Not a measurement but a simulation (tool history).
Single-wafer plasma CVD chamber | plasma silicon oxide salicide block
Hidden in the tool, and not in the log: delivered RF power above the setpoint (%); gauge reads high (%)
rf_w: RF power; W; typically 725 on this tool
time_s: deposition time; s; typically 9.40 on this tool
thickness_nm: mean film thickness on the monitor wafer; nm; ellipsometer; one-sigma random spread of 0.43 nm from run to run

run,hour,rf_w,time_s,wafers since the last listed run,hours since the last RF generator calibration,hours since the showerhead was replaced,hours since the gauge calibration,"read-back reference wafer on the same gauge, thickness_nm",thickness_nm
1,0.0,635,9.40,0,1274.3,2328.5,641.6,112.197,92.683
2,42.4,635,9.40,1556,1316.7,2370.9,684.0,112.104,91.679
3,85.1,725,9.40,1567,1359.4,2413.6,726.7,111.878,95.732
4,114.3,640,9.40,1072,1388.6,2442.8,755.9,111.568,92.495
5,161.5,640,9.40,1733,1435.8,2490.0,803.1,111.575,92.474
6,220.7,640,9.40,2173,1495.0,2549.2,862.3,111.245,91.723
7,293.7,725,10.78,2680,1568.0,2622.2,935.3,110.822,108.754
# hour 343.6: showerhead replaced
8,351.2,725,10.78,1817,1625.5,7.6,992.8,110.461,108.042
9,402.2,725,10.78,1872,1676.5,58.6,1043.8,110.163,107.726
10,433.3,640,8.48,1141,1707.6,89.7,1074.9,110.095,82.514
11,484.5,790,11.09,1880,1758.8,140.9,1126.1,109.689,113.111
12,548.6,650,8.12,2353,1822.9,205.0,1190.2,109.236,78.441
# hour 560.2: gauge calibrated
13,619.1,725,9.40,2588,1893.4,275.5,58.9,114.053,97.266
# hour 627.3: RF generator calibrated
14,675.2,675,9.97,1766,47.9,331.6,115.0,113.903,101.370
15,720.8,645,8.14,1674,93.5,377.2,160.6,113.934,82.374
16,773.0,725,10.78,1916,145.7,429.4,212.8,113.802,110.790
17,844.6,595,8.32,2629,217.3,501.0,284.4,113.759,82.242
18,894.0,785,10.20,1813,266.7,550.4,333.8,113.621,108.464
19,951.6,655,8.00,2115,324.3,608.0,391.4,113.584,79.944
20,1007.0,725,11.18,2034,379.7,663.4,446.8,113.387,115.645
21,1044.0,725,9.40,1358,416.7,700.4,483.8,113.342,95.869

What if the next run were any one of these 3? Each begins from the tool's condition after run 21:
A,1044.4,725,9.40,14,417.1,700.8,484.2,?,?
B,1044.4,775,10.21,14,417.1,700.8,484.2,?,?
C,1044.4,840,8.53,14,417.1,700.8,484.2,?,?

run,"read-back reference wafer on the same gauge, thickness_nm",thickness_nm
A,113.206,96.979
B,113.206,107.077
C,113.206,91.270
Take away the tool's hidden state, keep each run's random variation, and the runs would have read:
run,thickness_nm
A,97.496
B,107.648
C,91.757
